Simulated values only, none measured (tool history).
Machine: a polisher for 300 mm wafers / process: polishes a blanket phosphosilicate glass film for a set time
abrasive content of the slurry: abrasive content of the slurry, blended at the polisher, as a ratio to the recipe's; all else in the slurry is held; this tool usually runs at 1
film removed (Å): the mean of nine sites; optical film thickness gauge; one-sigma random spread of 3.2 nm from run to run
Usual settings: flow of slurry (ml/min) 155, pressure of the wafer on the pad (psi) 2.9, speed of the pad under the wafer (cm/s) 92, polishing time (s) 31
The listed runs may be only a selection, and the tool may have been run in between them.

| run | hour | flow of slurry (ml/min) | pressure of the wafer on the pad (psi) | speed of the pad under the wafer (cm/s) | abrasive content of the slurry | polishing time (s) | wafers since the last listed run | wafers polished on this pad | hours since the slurry nozzle was cleaned | hours since the head pressure was calibrated | hours since the slurry blender was calibrated | hours since the conditioning disc was replaced | incoming thickness of the incoming film, nm | film removed (Å) |
|---|---|---|---|---|---|---|---|---|---|---|---|---|---|---|
| 1 | 0 | 155 | 2.9 | 92 | 1 | 31 | 0 | 1758 | 576.6 | 601.2 | 171.6 | 72.8 | 3497.7 | 2713 |
|  | 11.7 | slurry nozzle cleaned |
| 2 | 55.7 | 155 | 2.9 | 92 | 1 | 31 | 643 | 2402 | 44 | 656.9 | 227.3 | 128.5 | 3487.9 | 2722 |
|  | 107.9 | slurry blender recalibrated |
| 3 | 117.9 | 155 | 2.9 | 92 | 1 | 31 | 708 | 3111 | 106.2 | 719.1 | 10 | 190.7 | 3542 | 2719 |
| 4 | 166.3 | 155 | 2.9 | 76 | 1 | 31 | 569 | 3680 | 154.6 | 767.5 | 58.4 | 239.1 | 3528.9 | 2350 |
|  | 207.8 | conditioning disc replaced and pad reconditioned |
|  | 209.1 | worn pad replaced by a new one |
| 5 | 239.5 | 155 | 2.9 | 76 | 1 | 31 | 822 | 358 | 227.8 | 840.7 | 131.6 | 31.7 | 3428.4 | 2284 |
| 6 | 320.8 | 120 | 2.9 | 92 | 1 | 31 | 956 | 1315 | 309.1 | 922 | 212.9 | 113 | 3427.5 | 2614 |
| 7 | 367.5 | 120 | 2.9 | 92 | 1 | 31 | 549 | 1864 | 355.8 | 968.7 | 259.6 | 159.7 | 3562.1 | 2637 |
|  | 465.9 | slurry blender recalibrated |
|  | 493.2 | conditioning disc replaced and pad reconditioned |
|  | 532.9 | worn pad replaced by a new one |
|  | 536.1 | slurry nozzle cleaned |
| 8 | 547.3 | 120 | 2.9 | 92 | 1 | 31 | 2010 | 157 | 11.2 | 1148.5 | 81.4 | 54.1 | 3483.6 | 2587 |
|  | 606.9 | head pressure recalibrated |
| 9 | 616.2 | 155 | 2.9 | 92 | 1 | 31 | 787 | 944 | 80.1 | 9.3 | 150.3 | 123 | 3510.1 | 2735 |
| 10 | 660.2 | 155 | 2.9 | 92 | 1 | 31 | 517 | 1462 | 124.1 | 53.3 | 194.3 | 167 | 3548.4 | 2676 |
| 11 | 755.7 | 155 | 2.9 | 92 | 1 | 31 | 1123 | 2586 | 219.6 | 148.8 | 289.8 | 262.5 | 3467.6 | 2675 |
|  | 767.9 | conditioning disc replaced and pad reconditioned |
|  | 786.1 | slurry blender recalibrated |
|  | 842.6 | worn pad replaced by a new one |
| 12 | 851.2 | 155 | 3.2 | 92 | 1 | 31 | 1029 | 100 | 315.1 | 244.3 | 65.1 | 83.3 | 3567.1 | 2886 |

Run 13 is up next; what results do you expect?
| 13 | 895.8 | 155 | 2.9 | 92 | 0.85 | 31 | 524 | 625 | 359.7 | 288.9 | 109.7 | 127.9 | 3477.9 | ? |

{"run 13": {"film removed (Å)": 2510}}
Minus the tool's unlogged condition, the same run would have read film removed (Å) 2510.

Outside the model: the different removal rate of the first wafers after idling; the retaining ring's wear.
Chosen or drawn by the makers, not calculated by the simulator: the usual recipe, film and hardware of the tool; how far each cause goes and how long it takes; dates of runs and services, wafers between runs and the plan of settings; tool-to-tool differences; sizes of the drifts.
